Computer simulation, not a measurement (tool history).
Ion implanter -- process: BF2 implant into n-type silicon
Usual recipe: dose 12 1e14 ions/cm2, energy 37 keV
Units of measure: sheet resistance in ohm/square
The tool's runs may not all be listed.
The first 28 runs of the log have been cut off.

| run | hour | dose | energy | read-back reference wafer on the same gauge, sheet resistance | sheet resistance |
|---|---|---|---|---|---|
| 29 | 2114.8 | 9.54 | 24.5 | 105.89 | 142.49 |
| 30 | 2192.9 | 15.41 | 30.5 | 105.93 | 106.42 |
| 31 | 2261 | 15.5 | 40.5 | 105.94 | 96.53 |
| 32 | 2358.5 | 14.55 | 37 | 106.05 | 103.01 |
| 33 | 2417.9 | 12 | 37 | 105.97 | 112.21 |
| 34 | 2491.4 | 12 | 37 | 106.09 | 112.68 |
| 35 | 2564.5 | 10.89 | 37 | 106.01 | 118.81 |
| 36 | 2626.8 | 9.79 | 37 | 106.04 | 127.7 |

What if the next run were any one of these 5? Each begins from the tool's condition after run 36:
| A | 2627.2 | 12 | 48.5 | ? | ? |
| B | 2627.2 | 8.71 | 37 | ? | ? |
| C | 2627.2 | 9.69 | 29.5 | ? | ? |
| D | 2627.2 | 13.9 | 31 | ? | ? |
| E | 2627.2 | 9.16 | 26.5 | ? | ? |

| run | read-back reference wafer on the same gauge, sheet resistance | sheet resistance |
|---|---|---|
| A | 106.06 | 105.37 |
| B | 106.06 | 139.64 |
| C | 106.06 | 134.92 |
| D | 106.06 | 109.67 |
| E | 106.06 | 143.58 |
Without the tool's unlogged condition, the same runs would have read:
| run | sheet resistance |
|---|---|
| A | 107.34 |
| B | 142.84 |
| C | 137.53 |
| D | 110.92 |
| E | 146.37 |

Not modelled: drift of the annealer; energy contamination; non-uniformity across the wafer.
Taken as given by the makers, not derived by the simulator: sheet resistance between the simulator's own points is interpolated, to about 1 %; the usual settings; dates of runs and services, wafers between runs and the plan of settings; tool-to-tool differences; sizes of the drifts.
